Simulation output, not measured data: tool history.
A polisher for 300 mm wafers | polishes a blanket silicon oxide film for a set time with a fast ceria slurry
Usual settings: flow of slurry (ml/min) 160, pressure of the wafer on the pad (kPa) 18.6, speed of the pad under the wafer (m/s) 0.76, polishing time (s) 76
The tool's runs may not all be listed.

run,hour,flow of slurry (ml/min),pressure of the wafer on the pad (kPa),speed of the pad under the wafer (m/s),polishing time (s),wafers since the last listed run,wafers polished on this pad,hours since the slurry nozzle was cleaned,hours since the head pressure was calibrated,"incoming thickness of the incoming film, nm",film removed (angstrom)
1,0.0,160,18.6,0.76,76,0,589,570.5,786.4,3004.2,8201
2,11.5,160,18.6,0.76,76,102,691,582.0,797.9,3025.0,8447
3,25.1,160,18.6,0.76,76,121,813,595.6,811.5,3058.4,8330
4,34.7,160,18.6,0.76,76,85,899,605.2,821.1,3011.7,8293
5,46.8,145,18.6,0.76,63,108,1007,617.3,833.2,3024.7,7026
6,58.7,160,18.6,0.76,76,106,1113,629.2,845.1,3016.4,8392
7,65.3,160,18.6,0.62,76,58,1172,635.8,851.7,3001.3,6816
8,73.6,160,18.6,0.62,76,74,1247,644.1,860.0,2999.1,6897
9,86.9,160,18.6,0.62,76,118,1365,657.4,873.3,2979.3,6951
# hour 100.4: worn pad replaced by a new one
10,102.0,205,18.6,0.76,76,99,13,672.5,888.4,2959.3,8594
# hour 112.4: head pressure recalibrated
11,119.2,205,18.6,0.76,76,135,149,689.7,6.8,3030.4,7782
12,126.8,205,18.6,0.76,76,67,217,697.3,14.4,3047.2,7942
13,136.9,160,18.6,0.76,76,90,307,707.4,24.5,3052.0,7754
14,149.0,160,18.6,0.76,76,108,416,719.5,36.6,3027.9,7637
15,165.5,160,18.6,0.76,76,147,563,736.0,53.1,3018.1,7638
16,173.8,160,18.6,0.76,76,74,637,744.3,61.4,2988.5,7854
17,189.6,160,24.1,0.86,76,141,779,760.1,77.2,3073.1,11384
18,196.7,210,20.7,0.52,67,63,842,767.2,84.3,2972.8,5459
19,202.9,160,18.6,0.76,76,55,897,773.4,90.5,2997.9,7788
# hour 210.1: slurry nozzle cleaned
20,210.6,160,16.5,0.88,76,59,957,0.5,98.2,2965.8,8207
21,216.8,160,16.5,0.88,76,55,1013,6.7,104.4,2976.3,7954
22,234.8,160,15.2,0.68,56,160,1174,24.7,122.4,3063.3,4165
# hour 241.6: worn pad replaced by a new one
23,242.1,115,20.7,0.54,86,29,4,32.0,129.7,3071.3,6616
24,256.5,130,18.6,0.76,76,128,132,46.4,144.1,3064.9,7635
25,271.3,160,18.6,0.76,56,132,265,61.2,158.9,3002.7,5864
26,279.5,160,18.6,0.62,76,73,338,69.4,167.1,3013.1,6533
27,293.6,190,15.9,0.56,76,126,464,83.5,181.2,3009.0,5082
28,309.0,160,18.6,0.76,76,137,602,98.9,196.6,3010.2,7924
29,317.1,160,14.5,0.56,76,72,674,107.0,204.7,3017.1,4514
30,332.0,120,15.2,0.76,55,133,807,121.9,219.6,2967.9,4409
31,340.1,120,18.6,0.76,102,72,880,130.0,227.7,3018.4,10167
32,347.3,210,15.9,0.76,67,64,944,137.2,234.9,3001.6,6171

Forecast each of these 5 alternatives for the next run:
A,347.8,160,18.6,0.84,76,4,949,137.7,235.4,2978.7,?
B,347.8,160,20.0,0.76,76,4,949,137.7,235.4,2978.7,?
C,347.8,145,22.1,0.66,76,4,949,137.7,235.4,2978.7,?
D,347.8,140,18.6,0.56,76,4,949,137.7,235.4,2978.7,?
E,347.8,160,22.8,0.76,59,4,949,137.7,235.4,2978.7,?

run,film removed (angstrom)
A,8959
B,8706
C,8202
D,5834
E,7691
Without the tool's hidden state the same runs would have given:
run,film removed (angstrom)
A,8478
B,8239
C,7762
D,5521
E,7278

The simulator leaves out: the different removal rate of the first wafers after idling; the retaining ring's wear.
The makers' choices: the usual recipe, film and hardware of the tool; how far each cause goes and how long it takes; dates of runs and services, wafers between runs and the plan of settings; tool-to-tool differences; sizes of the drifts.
